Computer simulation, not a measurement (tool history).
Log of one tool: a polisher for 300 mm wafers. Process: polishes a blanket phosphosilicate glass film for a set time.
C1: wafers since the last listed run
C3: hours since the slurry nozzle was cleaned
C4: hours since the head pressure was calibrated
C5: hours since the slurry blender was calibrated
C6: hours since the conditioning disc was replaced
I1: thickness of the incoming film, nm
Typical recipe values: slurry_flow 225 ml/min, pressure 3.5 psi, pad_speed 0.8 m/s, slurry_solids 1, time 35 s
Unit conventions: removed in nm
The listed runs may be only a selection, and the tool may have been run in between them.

{"run": 1, "day": 0.0, "slurry_flow": 225, "pressure": 3.5, "pad_speed": 0.8, "slurry_solids": 0.8, "time": 35, "C1": 0, "wafers polished on this pad": 1603, "C3": 369, "C4": 361.7, "C5": 47.9, "C6": 87.6, "I1": 3233.7, "removed": 285.4}
{"run": 2, "day": 2.071, "slurry_flow": 225, "pressure": 3.5, "pad_speed": 0.8, "slurry_solids": 1.2, "time": 35, "C1": 631, "wafers polished on this pad": 2234, "C3": 418.7, "C4": 411.4, "C5": 97.6, "C6": 137.3, "I1": 3264, "removed": 346.5}
{"run": 3, "day": 5.608, "slurry_flow": 225, "pressure": 3.5, "pad_speed": 0.8, "slurry_solids": 1, "time": 35, "C1": 1078, "wafers polished on this pad": 3313, "C3": 503.6, "C4": 496.3, "C5": 182.5, "C6": 222.2, "I1": 3215.1, "removed": 313.2}
{"day": 7.417, "done": "slurry nozzle cleaned"}
{"run": 4, "day": 10.033, "slurry_flow": 225, "pressure": 3.5, "pad_speed": 0.8, "slurry_solids": 1, "time": 35, "C1": 1336, "wafers polished on this pad": 4650, "C3": 62.8, "C4": 602.5, "C5": 288.7, "C6": 328.4, "I1": 3217.8, "removed": 316.7}
{"day": 10.762, "done": "worn pad replaced by a new one"}
{"day": 14.1, "done": "conditioning disc replaced and pad reconditioned"}
{"run": 5, "day": 14.188, "slurry_flow": 225, "pressure": 3.5, "pad_speed": 0.8, "slurry_solids": 1, "time": 35, "C1": 1190, "wafers polished on this pad": 1019, "C3": 162.5, "C4": 702.2, "C5": 388.4, "C6": 2.1, "I1": 3223.2, "removed": 328.2}
{"day": 15.842, "done": "slurry blender recalibrated"}
{"run": 6, "day": 25.875, "slurry_flow": 225, "pressure": 3.5, "pad_speed": 0.8, "slurry_solids": 1, "time": 35, "C1": 3539, "wafers polished on this pad": 4558, "C3": 443, "C4": 982.7, "C5": 240.8, "C6": 282.6, "I1": 3270.3, "removed": 326.3}
{"day": 27.488, "done": "head pressure recalibrated"}
{"day": 28.383, "done": "worn pad replaced by a new one"}
{"run": 7, "day": 29.583, "slurry_flow": 225, "pressure": 3.5, "pad_speed": 0.8, "slurry_solids": 1, "time": 35, "C1": 1054, "wafers polished on this pad": 365, "C3": 532, "C4": 50.3, "C5": 329.8, "C6": 371.6, "I1": 3198.4, "removed": 316.6}
{"day": 30.121, "done": "slurry nozzle cleaned"}
{"day": 31.925, "done": "conditioning disc replaced and pad reconditioned"}
{"run": 8, "day": 32.321, "slurry_flow": 225, "pressure": 3.5, "pad_speed": 0.8, "slurry_solids": 1, "time": 35, "C1": 796, "wafers polished on this pad": 1162, "C3": 52.8, "C4": 116, "C5": 395.5, "C6": 9.5, "I1": 3168.2, "removed": 324.9}
{"day": 32.667, "done": "slurry blender recalibrated"}
{"run": 9, "day": 35.7, "slurry_flow": 225, "pressure": 3.5, "pad_speed": 0.8, "slurry_solids": 1, "time": 35, "C1": 1005, "wafers polished on this pad": 2167, "C3": 133.9, "C4": 197.1, "C5": 72.8, "C6": 90.6, "I1": 3242.3, "removed": 322.5}
{"run": 10, "day": 39.117, "slurry_flow": 225, "pressure": 3.5, "pad_speed": 0.8, "slurry_solids": 1, "time": 35, "C1": 1042, "wafers polished on this pad": 3209, "C3": 215.9, "C4": 279.1, "C5": 154.8, "C6": 172.6, "I1": 3259.1, "removed": 320.3}
{"run": 11, "day": 41.812, "slurry_flow": 225, "pressure": 3.5, "pad_speed": 0.8, "slurry_solids": 1, "time": 35, "C1": 822, "wafers polished on this pad": 4031, "C3": 280.6, "C4": 343.8, "C5": 219.5, "C6": 237.3, "I1": 3259.4, "removed": 313}
{"day": 44.683, "done": "worn pad replaced by a new one"}
{"run": 12, "day": 46.271, "slurry_flow": 225, "pressure": 3.5, "pad_speed": 0.8, "slurry_solids": 1, "time": 35, "C1": 1308, "wafers polished on this pad": 483, "C3": 387.6, "C4": 450.8, "C5": 326.5, "C6": 344.3, "I1": 3249.9, "removed": 324.6}
{"run": 13, "day": 49.146, "slurry_flow": 225, "pressure": 3.5, "pad_speed": 0.8, "slurry_solids": 1, "time": 27, "C1": 876, "wafers polished on this pad": 1360, "C3": 456.6, "C4": 519.8, "C5": 395.5, "C6": 413.3, "I1": 3203.3, "removed": 250.2}
{"day": 51.067, "done": "conditioning disc replaced and pad reconditioned"}
{"day": 51.112, "done": "slurry blender recalibrated"}
{"run": 14, "day": 51.133, "slurry_flow": 295, "pressure": 3.5, "pad_speed": 0.8, "slurry_solids": 1, "time": 35, "C1": 566, "wafers polished on this pad": 1927, "C3": 504.3, "C4": 567.5, "C5": 0.5, "C6": 1.6, "I1": 3226.4, "removed": 330.9}
{"run": 15, "day": 53.804, "slurry_flow": 225, "pressure": 2.6, "pad_speed": 0.8, "slurry_solids": 1, "time": 44, "C1": 814, "wafers polished on this pad": 2741, "C3": 568.4, "C4": 631.6, "C5": 64.6, "C6": 65.7, "I1": 3258.8, "removed": 299.1}
{"run": 16, "day": 56.917, "slurry_flow": 225, "pressure": 3.5, "pad_speed": 0.8, "slurry_solids": 0.8, "time": 35, "C1": 949, "wafers polished on this pad": 3691, "C3": 643.1, "C4": 706.3, "C5": 139.3, "C6": 140.4, "I1": 3222.9, "removed": 280.9}
{"run": 17, "day": 59.254, "slurry_flow": 225, "pressure": 3.5, "pad_speed": 0.8, "slurry_solids": 0.85, "time": 35, "C1": 712, "wafers polished on this pad": 4403, "C3": 699.2, "C4": 762.4, "C5": 195.4, "C6": 196.5, "I1": 3214.4, "removed": 290.5}
{"day": 59.833, "done": "slurry nozzle cleaned"}
{"day": 60.129, "done": "worn pad replaced by a new one"}
{"run": 18, "day": 62.475, "slurry_flow": 225, "pressure": 3.5, "pad_speed": 0.8, "slurry_solids": 1.3, "time": 35, "C1": 918, "wafers polished on this pad": 715, "C3": 63.4, "C4": 839.7, "C5": 272.7, "C6": 273.8, "I1": 3236.1, "removed": 356.3}
{"run": 19, "day": 64.396, "slurry_flow": 225, "pressure": 2.4, "pad_speed": 1.02, "slurry_solids": 1, "time": 31, "C1": 585, "wafers polished on this pad": 1301, "C3": 109.5, "C4": 885.8, "C5": 318.8, "C6": 319.9, "I1": 3188, "removed": 238.4}
{"run": 20, "day": 67.121, "slurry_flow": 165, "pressure": 4.7, "pad_speed": 0.96, "slurry_solids": 1, "time": 31, "C1": 831, "wafers polished on this pad": 2132, "C3": 174.9, "C4": 951.2, "C5": 384.2, "C6": 385.3, "I1": 3239.9, "removed": 423.1}
{"day": 67.804, "done": "head pressure recalibrated"}
{"day": 67.862, "done": "conditioning disc replaced and pad reconditioned"}
{"day": 68.262, "done": "slurry blender recalibrated"}
{"run": 21, "day": 70.917, "slurry_flow": 290, "pressure": 3.5, "pad_speed": 0.8, "slurry_solids": 1, "time": 35, "C1": 1089, "wafers polished on this pad": 3221, "C3": 266, "C4": 74.7, "C5": 63.7, "C6": 73.3, "I1": 3186.4, "removed": 327.2}
{"run": 22, "day": 75.258, "slurry_flow": 225, "pressure": 3.5, "pad_speed": 0.8, "slurry_solids": 1, "time": 35, "C1": 1324, "wafers polished on this pad": 4545, "C3": 370.2, "C4": 178.9, "C5": 167.9, "C6": 177.5, "I1": 3248.8, "removed": 322.2}
{"day": 76.996, "done": "worn pad replaced by a new one"}
{"run": 23, "day": 78.462, "slurry_flow": 300, "pressure": 2.5, "pad_speed": 0.8, "slurry_solids": 1, "time": 44, "C1": 926, "wafers polished on this pad": 447, "C3": 447.1, "C4": 255.8, "C5": 244.8, "C6": 254.4, "I1": 3182.6, "removed": 294.4}
{"run": 24, "day": 82.925, "slurry_flow": 200, "pressure": 2.9, "pad_speed": 0.96, "slurry_solids": 1.1, "time": 35, "C1": 1360, "wafers polished on this pad": 1807, "C3": 554.2, "C4": 362.9, "C5": 351.9, "C6": 361.5, "I1": 3255, "removed": 320.3}
{"day": 84.846, "done": "slurry blender recalibrated"}
{"day": 85.667, "done": "conditioning disc replaced and pad reconditioned"}
{"run": 25, "day": 86.462, "slurry_flow": 225, "pressure": 3.5, "pad_speed": 1.02, "slurry_solids": 1, "time": 42, "C1": 1028, "wafers polished on this pad": 2836, "C3": 639.1, "C4": 447.8, "C5": 38.8, "C6": 19.1, "I1": 3230.3, "removed": 459.9}

Give the tool's hidden conditions for every run:
removal rate lost through wear of the pad, %: 0 in every run
slurry flow missing at the pad, %: 0 in every run
deviation of the head's pressure from its setpoint, %: 0 in every run
abrasive missing from the slurry, %: 0 in every run
time polished since the conditioner stopped cutting, s: 0 in every run
